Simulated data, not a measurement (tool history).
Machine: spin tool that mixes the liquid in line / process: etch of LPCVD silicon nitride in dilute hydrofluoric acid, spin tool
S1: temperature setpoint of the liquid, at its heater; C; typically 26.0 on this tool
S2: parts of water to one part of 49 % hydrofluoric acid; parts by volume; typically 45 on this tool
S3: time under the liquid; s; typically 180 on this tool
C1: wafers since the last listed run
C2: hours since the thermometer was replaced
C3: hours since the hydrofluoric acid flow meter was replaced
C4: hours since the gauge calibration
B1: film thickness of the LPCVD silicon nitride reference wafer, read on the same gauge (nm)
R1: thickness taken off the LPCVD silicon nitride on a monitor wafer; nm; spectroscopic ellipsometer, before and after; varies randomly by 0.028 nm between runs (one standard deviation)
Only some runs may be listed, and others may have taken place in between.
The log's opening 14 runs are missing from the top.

run 15 hour=373.5 | S1=30.0 S2=55 S3=180 | C1=242 C2=2839.1 C3=1891.5 C4=308.2 | B1=79.980 | R1=2.611
run 16 hour=404.4 | S1=23.0 S2=35 S3=75 | C1=291 C2=2870.0 C3=1922.4 C4=339.1 | B1=80.001 | R1=1.052
run 17 hour=478.5 | S1=23.0 S2=35 S3=75 | C1=698 C2=2944.1 C3=1996.5 C4=413.2 | B1=79.990 | R1=1.053
run 18 hour=503.0 | S1=29.5 S2=45 S3=180 | C1=230 C2=2968.6 C3=2021.0 C4=437.7 | B1=80.003 | R1=2.990
run 19 hour=520.5 | S1=26.0 S2=45 S3=180 | C1=164 C2=2986.1 C3=2038.5 C4=455.2 | B1=80.005 | R1=2.343
-- hour=536.2 hydrofluoric acid flow meter replaced
run 20 hour=536.7 | S1=24.5 S2=40 S3=215 | C1=143 C2=3002.3 C3=0.5 C4=471.4 | B1=80.018 | R1=2.643
-- hour=552.9 thermometer replaced
run 21 hour=554.2 | S1=26.0 S2=45 S3=180 | C1=155 C2=1.3 C3=18.0 C4=488.9 | B1=79.979 | R1=2.169
run 22 hour=576.1 | S1=26.0 S2=45 S3=115 | C1=206 C2=23.2 C3=39.9 C4=510.8 | B1=80.024 | R1=1.400
run 23 hour=626.3 | S1=26.0 S2=45 S3=180 | C1=472 C2=73.4 C3=90.1 C4=561.0 | B1=79.996 | R1=2.197
run 24 hour=646.1 | S1=26.0 S2=45 S3=180 | C1=186 C2=93.2 C3=109.9 C4=580.8 | B1=79.994 | R1=2.155

For run 25, what comes out?
run 25 hour=685.2 | S1=21.0 S2=45 S3=75 | C1=368 C2=132.3 C3=149.0 C4=619.9 | B1=? | R1=?

{"run 25": {"B1": 79.985, "R1": 0.639}}
Were there no unlogged condition in the tool, this run, its random variation unchanged, would have produced R1 0.627 nm.
